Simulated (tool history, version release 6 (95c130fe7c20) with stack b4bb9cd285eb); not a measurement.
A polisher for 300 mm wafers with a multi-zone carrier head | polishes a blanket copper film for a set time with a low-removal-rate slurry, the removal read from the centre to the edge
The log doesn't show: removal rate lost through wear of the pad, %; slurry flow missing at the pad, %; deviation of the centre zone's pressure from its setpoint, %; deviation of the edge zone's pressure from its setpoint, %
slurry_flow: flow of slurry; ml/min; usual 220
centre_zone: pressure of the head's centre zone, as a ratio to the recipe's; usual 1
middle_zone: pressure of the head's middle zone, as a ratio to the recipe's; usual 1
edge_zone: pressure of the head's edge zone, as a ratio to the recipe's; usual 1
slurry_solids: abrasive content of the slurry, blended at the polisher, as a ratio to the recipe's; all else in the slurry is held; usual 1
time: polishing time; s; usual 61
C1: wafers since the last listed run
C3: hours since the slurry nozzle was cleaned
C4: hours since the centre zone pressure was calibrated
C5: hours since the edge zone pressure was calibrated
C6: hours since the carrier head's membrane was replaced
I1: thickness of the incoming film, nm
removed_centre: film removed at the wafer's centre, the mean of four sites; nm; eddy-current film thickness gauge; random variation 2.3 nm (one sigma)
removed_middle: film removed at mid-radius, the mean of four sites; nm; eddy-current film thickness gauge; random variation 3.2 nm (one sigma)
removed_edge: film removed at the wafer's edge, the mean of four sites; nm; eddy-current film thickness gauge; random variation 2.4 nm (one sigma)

run 1 hour=0 | slurry_flow=220 centre_zone=1 middle_zone=1 edge_zone=1 slurry_solids=1 time=61 | C1=0 wafers_polished_on_this_pad=410 C3=282.7 C4=646.2 C5=827.2 C6=680.2 | I1=1381 | removed_centre=218.3 removed_middle=216.6 removed_edge=213.7
-- hour=16.2 edge zone pressure recalibrated
run 2 hour=73 | slurry_flow=220 centre_zone=1 middle_zone=1 edge_zone=1 slurry_solids=1 time=61 | C1=956 wafers_polished_on_this_pad=1367 C3=355.7 C4=719.2 C5=56.8 C6=753.2 | I1=1357 | removed_centre=215.1 removed_middle=212.9 removed_edge=213.7
-- hour=86.2 centre zone pressure recalibrated
run 3 hour=176.2 | slurry_flow=220 centre_zone=1 middle_zone=1 edge_zone=1 slurry_solids=1 time=61 | C1=1363 wafers_polished_on_this_pad=2731 C3=458.9 C4=90 C5=160 C6=856.4 | I1=1336.6 | removed_centre=208.9 removed_middle=205.1 removed_edge=202
-- hour=243.1 worn pad replaced by a new one
run 4 hour=253.7 | slurry_flow=220 centre_zone=1 middle_zone=1 edge_zone=1.09 slurry_solids=1 time=61 | C1=990 wafers_polished_on_this_pad=142 C3=536.4 C4=167.5 C5=237.5 C6=933.9 | I1=1372 | removed_centre=218.7 removed_middle=218 removed_edge=223.6
run 5 hour=294.4 | slurry_flow=220 centre_zone=1 middle_zone=1 edge_zone=1.09 slurry_solids=1 time=61 | C1=548 wafers_polished_on_this_pad=691 C3=577.1 C4=208.2 C5=278.2 C6=974.6 | I1=1364.7 | removed_centre=219.8 removed_middle=218.4 removed_edge=224.3
run 6 hour=384.9 | slurry_flow=220 centre_zone=1 middle_zone=1 edge_zone=1 slurry_solids=1 time=61 | C1=1219 wafers_polished_on_this_pad=1910 C3=667.6 C4=298.7 C5=368.7 C6=1065.1 | I1=1347.1 | removed_centre=219.2 removed_middle=213 removed_edge=205.3
-- hour=477.4 slurry nozzle cleaned
run 7 hour=491.5 | slurry_flow=220 centre_zone=1 middle_zone=1 edge_zone=1 slurry_solids=1 time=61 | C1=1423 wafers_polished_on_this_pad=3334 C3=14.1 C4=405.3 C5=475.3 C6=1171.7 | I1=1376.3 | removed_centre=204.4 removed_middle=207 removed_edge=197.6
run 8 hour=537.1 | slurry_flow=220 centre_zone=1 middle_zone=1 edge_zone=1 slurry_solids=1 time=61 | C1=614 wafers_polished_on_this_pad=3948 C3=59.7 C4=450.9 C5=520.9 C6=1217.3 | I1=1355.2 | removed_centre=197.4 removed_middle=189 removed_edge=198.5
-- hour=580.7 worn pad replaced by a new one
-- hour=589.4 carrier head's membrane replaced by a new one
run 9 hour=601.8 | slurry_flow=220 centre_zone=1 middle_zone=1 edge_zone=1 slurry_solids=1 time=61 | C1=750 wafers_polished_on_this_pad=217 C3=124.4 C4=515.6 C5=585.6 C6=12.4 | I1=1352.1 | removed_centre=220.4 removed_middle=219.1 removed_edge=211.2
run 10 hour=708.8 | slurry_flow=220 centre_zone=1 middle_zone=1 edge_zone=1 slurry_solids=1 time=61 | C1=1442 wafers_polished_on_this_pad=1659 C3=231.4 C4=622.6 C5=692.6 C6=119.4 | I1=1341.5 | removed_centre=218.4 removed_middle=211.7 removed_edge=207.5
run 11 hour=773.6 | slurry_flow=220 centre_zone=1.05 middle_zone=1 edge_zone=1 slurry_solids=1.2 time=61 | C1=873 wafers_polished_on_this_pad=2532 C3=296.2 C4=687.4 C5=757.4 C6=184.2 | I1=1362.7 | removed_centre=231.5 removed_middle=219.8 removed_edge=213.7
-- hour=838.4 centre zone pressure recalibrated
-- hour=846.2 worn pad replaced by a new one
-- hour=906.1 edge zone pressure recalibrated
run 12 hour=906.6 | slurry_flow=175 centre_zone=0.94 middle_zone=1 edge_zone=1 slurry_solids=1 time=61 | C1=1684 wafers_polished_on_this_pad=786 C3=429.2 C4=68.2 C5=0.5 C6=317.2 | I1=1364.7 | removed_centre=198.4 removed_middle=207.6 removed_edge=207.5
run 13 hour=970.8 | slurry_flow=220 centre_zone=1 middle_zone=1 edge_zone=1 slurry_solids=1 time=42 | C1=865 wafers_polished_on_this_pad=1651 C3=493.4 C4=132.4 C5=64.7 C6=381.4 | I1=1365.6 | removed_centre=145.6 removed_middle=144.7 removed_edge=144.9
run 14 hour=1009.8 | slurry_flow=220 centre_zone=1 middle_zone=0.93 edge_zone=1 slurry_solids=1 time=61 | C1=525 wafers_polished_on_this_pad=2177 C3=532.4 C4=171.4 C5=103.7 C6=420.4 | I1=1370.9 | removed_centre=209.4 removed_middle=200 removed_edge=201.4
run 15 hour=1081.2 | slurry_flow=220 centre_zone=1 middle_zone=1 edge_zone=1 slurry_solids=1 time=61 | C1=962 wafers_polished_on_this_pad=3139 C3=603.8 C4=242.8 C5=175.1 C6=491.8 | I1=1355.9 | removed_centre=205.5 removed_middle=204.5 removed_edge=203.6
-- hour=1132.3 worn pad replaced by a new one
run 16 hour=1178.5 | slurry_flow=220 centre_zone=1.06 middle_zone=1.11 edge_zone=1 slurry_solids=1 time=61 | C1=1257 wafers_polished_on_this_pad=622 C3=701.1 C4=340.1 C5=272.4 C6=589.1 | I1=1369.5 | removed_centre=232.3 removed_middle=222.6 removed_edge=212.9
run 17 hour=1259.7 | slurry_flow=220 centre_zone=1.05 middle_zone=1.11 edge_zone=1 slurry_solids=1 time=61 | C1=1094 wafers_polished_on_this_pad=1716 C3=782.3 C4=421.3 C5=353.6 C6=670.3 | I1=1351.3 | removed_centre=224.8 removed_middle=221.5 removed_edge=205.2
-- hour=1270.2 slurry nozzle cleaned
run 18 hour=1347.6 | slurry_flow=220 centre_zone=1 middle_zone=1 edge_zone=1 slurry_solids=1.15 time=81 | C1=1171 wafers_polished_on_this_pad=2887 C3=77.4 C4=509.2 C5=441.5 C6=758.2 | I1=1362.6 | removed_centre=288.8 removed_middle=273.5 removed_edge=271.5
run 19 hour=1391.7 | slurry_flow=220 centre_zone=1 middle_zone=1 edge_zone=1.09 slurry_solids=1 time=61 | C1=594 wafers_polished_on_this_pad=3481 C3=121.5 C4=553.3 C5=485.6 C6=802.3 | I1=1347.8 | removed_centre=202.3 removed_middle=193.6 removed_edge=204.1
run 20 hour=1438 | slurry_flow=195 centre_zone=1.04 middle_zone=1 edge_zone=1 slurry_solids=1 time=61 | C1=623 wafers_polished_on_this_pad=4105 C3=167.8 C4=599.6 C5=531.9 C6=848.6 | I1=1334.6 | removed_centre=197.3 removed_middle=189.3 removed_edge=186.2
-- hour=1460.1 worn pad replaced by a new one
run 21 hour=1502.2 | slurry_flow=180 centre_zone=1 middle_zone=1.1 edge_zone=1.11 slurry_solids=1 time=51 | C1=811 wafers_polished_on_this_pad=567 C3=232 C4=663.8 C5=596.1 C6=912.8 | I1=1356.7 | removed_centre=180.8 removed_middle=189.3 removed_edge=186.6

Forecast each of these 3 alternatives for the next run:
run A hour=1502.6 | slurry_flow=220 centre_zone=1 middle_zone=1 edge_zone=1 slurry_solids=1 time=61 | C1=5 wafers_polished_on_this_pad=573 C3=232.4 C4=664.2 C5=596.5 C6=913.2 | I1=1360 | removed_centre=? removed_middle=? removed_edge=?
run B hour=1502.6 | slurry_flow=220 centre_zone=1.08 middle_zone=1 edge_zone=0.89 slurry_solids=1 time=61 | C1=5 wafers_polished_on_this_pad=573 C3=232.4 C4=664.2 C5=596.5 C6=913.2 | I1=1360 | removed_centre=? removed_middle=? removed_edge=?
run C hour=1502.6 | slurry_flow=220 centre_zone=1 middle_zone=1.09 edge_zone=0.9 slurry_solids=1 time=61 | C1=5 wafers_polished_on_this_pad=573 C3=232.4 C4=664.2 C5=596.5 C6=913.2 | I1=1360 | removed_centre=? removed_middle=? removed_edge=?

run=A removed_centre=221.5 removed_middle=218.9 removed_edge=212.2
run=B removed_centre=239.4 removed_middle=218.9 removed_edge=200.9
run=C removed_centre=221.6 removed_middle=230.8 removed_edge=201.8
Without the tool's hidden state the same runs would have given:
run=A removed_centre=223.4 removed_middle=220.7 removed_edge=214
run=B removed_centre=241.4 removed_middle=220.7 removed_edge=202.6
run=C removed_centre=223.5 removed_middle=232.7 removed_edge=203.4

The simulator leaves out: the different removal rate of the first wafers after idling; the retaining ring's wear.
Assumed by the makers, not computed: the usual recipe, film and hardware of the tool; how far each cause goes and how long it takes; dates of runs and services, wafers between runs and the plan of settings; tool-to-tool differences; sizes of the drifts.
